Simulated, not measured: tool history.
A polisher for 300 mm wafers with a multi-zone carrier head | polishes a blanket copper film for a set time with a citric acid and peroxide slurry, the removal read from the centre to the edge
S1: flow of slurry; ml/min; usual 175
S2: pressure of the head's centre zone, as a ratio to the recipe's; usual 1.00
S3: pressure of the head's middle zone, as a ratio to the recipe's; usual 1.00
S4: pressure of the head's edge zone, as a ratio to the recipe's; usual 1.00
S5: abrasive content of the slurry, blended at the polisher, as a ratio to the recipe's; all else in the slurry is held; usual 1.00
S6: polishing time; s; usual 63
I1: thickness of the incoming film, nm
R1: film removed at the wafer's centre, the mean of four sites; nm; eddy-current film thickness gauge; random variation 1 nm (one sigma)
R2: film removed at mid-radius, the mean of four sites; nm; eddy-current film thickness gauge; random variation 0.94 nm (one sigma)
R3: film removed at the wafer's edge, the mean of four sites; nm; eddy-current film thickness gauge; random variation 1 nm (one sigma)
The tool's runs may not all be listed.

run     day   S1    S2    S3    S4    S5  S6     I1     R1     R2     R3
  1   0.000  175  1.00  1.05  1.00  1.00  63  549.4  135.8  138.8  131.6
  2   0.796  175  1.00  1.00  1.00  1.00  63  551.3  136.9  131.9  132.1
  3   1.429  175  1.00  1.00  1.00  1.00  63  550.9  136.0  131.6  132.8
  4   2.012  175  1.00  1.00  1.00  1.00  63  551.2  136.7  133.6  132.9
  5   2.471  175  1.00  1.00  1.00  1.00  63  544.1  135.5  134.0  131.8
  6   3.125  175  1.00  1.07  1.00  1.00  54  556.4  116.5  119.5  113.3
  7   3.842  175  1.00  1.07  1.00  0.75  63  561.4  122.4  128.3  120.9
  8   4.854  175  1.00  1.00  1.00  1.00  63  548.6  136.7  132.8  131.9
  9   5.262  175  1.00  1.00  1.00  1.00  63  550.6  136.3  134.8  131.4
 10   5.896  175  1.00  0.89  1.00  1.00  56  548.6  119.3  108.7  116.3
 11   6.571  135  1.00  0.95  1.00  1.00  63  555.3  126.1  121.1  124.6
 12   7.292  175  1.00  1.11  1.00  1.00  63  544.9  136.4  142.7  132.1
 13   7.700  175  1.00  1.00  1.00  1.00  63  558.0  135.3  132.3  131.0
 14   8.217  175  1.00  1.11  1.00  1.00  74  559.4  159.2  170.3  155.5
 15   8.500  175  1.00  1.00  1.09  1.00  63  560.1  136.6  133.8  138.9
 16   8.833  175  1.03  1.00  1.00  0.90  63  552.2  134.2  128.6  127.1
 17   9.496  230  1.00  1.06  1.00  1.20  83  547.1  200.0  200.0  189.1
 18  10.021  175  1.00  1.09  1.00  1.00  69  548.5  146.1  155.4  144.6
 19  10.525  135  1.00  1.09  1.00  1.00  63  551.0  127.4  135.1  126.9
 20  10.967  175  1.00  0.94  1.11  1.00  63  553.2  133.2  126.5  140.0
 21  11.683  145  1.00  1.00  1.09  1.20  48  541.6  103.9  104.1  107.9
 22  12.033  115  1.00  1.00  1.00  1.00  63  558.4  120.2  121.8  120.7
 23  12.592  175  1.00  1.11  1.00  1.00  63  550.5  135.5  143.9  133.7

Not shown: 6 entries that the log had between the listed runs. Between which runs, and how does the tool's hidden state differ before and after?
Between runs 1 and 2: centre zone pressure recalibrated (day 0.775)
  no hidden state differs between the two runs
Between runs 2 and 3: carrier head's membrane replaced by a new one (day 1.275)
  no hidden state differs between the two runs
Between runs 5 and 6: edge zone pressure recalibrated (day 2.838); worn pad replaced by a new one (day 3.046)
  no hidden state differs between the two runs
Between runs 13 and 14: slurry nozzle cleaned (day 7.767)
  no hidden state differs between the two runs
Between runs 17 and 18: worn pad replaced by a new one (day 10.000)
  no hidden state differs between the two runs
